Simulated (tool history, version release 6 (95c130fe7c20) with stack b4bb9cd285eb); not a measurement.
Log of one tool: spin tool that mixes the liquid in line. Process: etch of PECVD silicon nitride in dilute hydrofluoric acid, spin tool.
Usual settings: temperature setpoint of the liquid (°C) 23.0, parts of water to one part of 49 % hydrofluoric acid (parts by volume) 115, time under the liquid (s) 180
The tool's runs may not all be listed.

run,hour,temperature setpoint of the liquid (°C),parts of water to one part of 49 % hydrofluoric acid (parts by volume),time under the liquid (s),wafers since the last listed run,hours since the thermometer was replaced,hours since the hydrofluoric acid flow meter was replaced,hours since the gauge calibration,"read-back film thickness of the PECVD silicon nitride reference wafer, read on the same gauge (nm)",thickness taken off the PECVD silicon nitride on a monitor wafer (nm)
1,0.0,25.5,160,180,0,1143.8,1857.8,113.2,139.96,6.05
2,10.4,25.5,160,180,100,1154.2,1868.2,123.6,139.99,5.93
3,22.7,25.5,160,180,118,1166.5,1880.5,135.9,140.06,6.07
4,30.2,23.0,115,180,72,1174.0,1888.0,143.4,140.01,7.10
5,40.0,23.0,115,180,94,1183.8,1897.8,153.2,140.02,7.07
6,48.8,27.0,115,180,84,1192.6,1906.6,162.0,140.03,9.18
7,60.1,27.0,115,180,108,1203.9,1917.9,173.3,139.99,9.17
8,73.4,27.0,115,180,127,1217.2,1931.2,186.6,140.00,9.10
9,80.2,23.0,130,180,65,1224.0,1938.0,193.4,140.02,6.32
10,92.8,23.0,130,180,121,1236.6,1950.6,206.0,139.97,6.26
11,103.8,23.0,115,180,105,1247.6,1961.6,217.0,139.99,7.05
# hour 133.6: hydrofluoric acid flow meter replaced
12,156.2,23.0,115,180,494,1300.0,22.6,269.4,139.94,8.22
13,167.4,23.0,115,180,107,1311.2,33.8,280.6,140.00,8.14
14,173.7,23.0,115,180,60,1317.5,40.1,286.9,140.00,8.24
15,186.9,23.0,115,180,126,1330.7,53.3,300.1,140.00,8.18
16,197.9,18.5,135,110,105,1341.7,64.3,311.1,139.99,3.16
17,209.8,23.0,60,215,114,1353.6,76.2,323.0,139.98,18.55
18,219.8,23.0,115,180,96,1363.6,86.2,333.0,140.00,8.10
# hour 221.8: gauge calibrated
19,234.7,28.0,165,130,143,1378.5,101.1,12.9,140.04,5.68
# hour 247.6: thermometer replaced
20,248.1,23.0,115,180,119,0.5,114.5,26.3,139.97,8.13
21,264.7,23.0,115,180,159,17.1,131.1,42.9,139.97,8.12
22,271.3,23.0,115,180,63,23.7,137.7,49.5,139.99,8.23
23,281.6,23.0,115,120,99,34.0,148.0,59.8,140.04,5.47
24,290.3,20.0,65,70,83,42.7,156.7,68.5,139.99,4.51
25,305.0,23.0,175,110,141,57.4,171.4,83.2,139.99,3.29
26,322.0,23.0,115,180,163,74.4,188.4,100.2,140.03,8.17
27,331.1,20.5,130,135,87,83.5,197.5,109.3,140.02,4.55
28,339.9,23.0,155,215,84,92.3,206.3,118.1,139.98,7.19
29,351.1,23.0,160,275,107,103.5,217.5,129.3,139.99,8.95

3 ways to go on from here, each from the tool as it stands after run 29. What would each give?
A,351.6,23.0,115,180,4,104.0,218.0,129.8,?,?
B,351.6,23.0,115,100,4,104.0,218.0,129.8,?,?
C,351.6,23.0,65,95,4,104.0,218.0,129.8,?,?

run,"read-back film thickness of the PECVD silicon nitride reference wafer, read on the same gauge (nm)",thickness taken off the PECVD silicon nitride on a monitor wafer (nm)
A,140.03,8.09
B,140.03,4.50
C,140.03,7.49
Without the tool's hidden state the same runs would have given:
run,thickness taken off the PECVD silicon nitride on a monitor wafer (nm)
A,8.24
B,4.58
C,7.62

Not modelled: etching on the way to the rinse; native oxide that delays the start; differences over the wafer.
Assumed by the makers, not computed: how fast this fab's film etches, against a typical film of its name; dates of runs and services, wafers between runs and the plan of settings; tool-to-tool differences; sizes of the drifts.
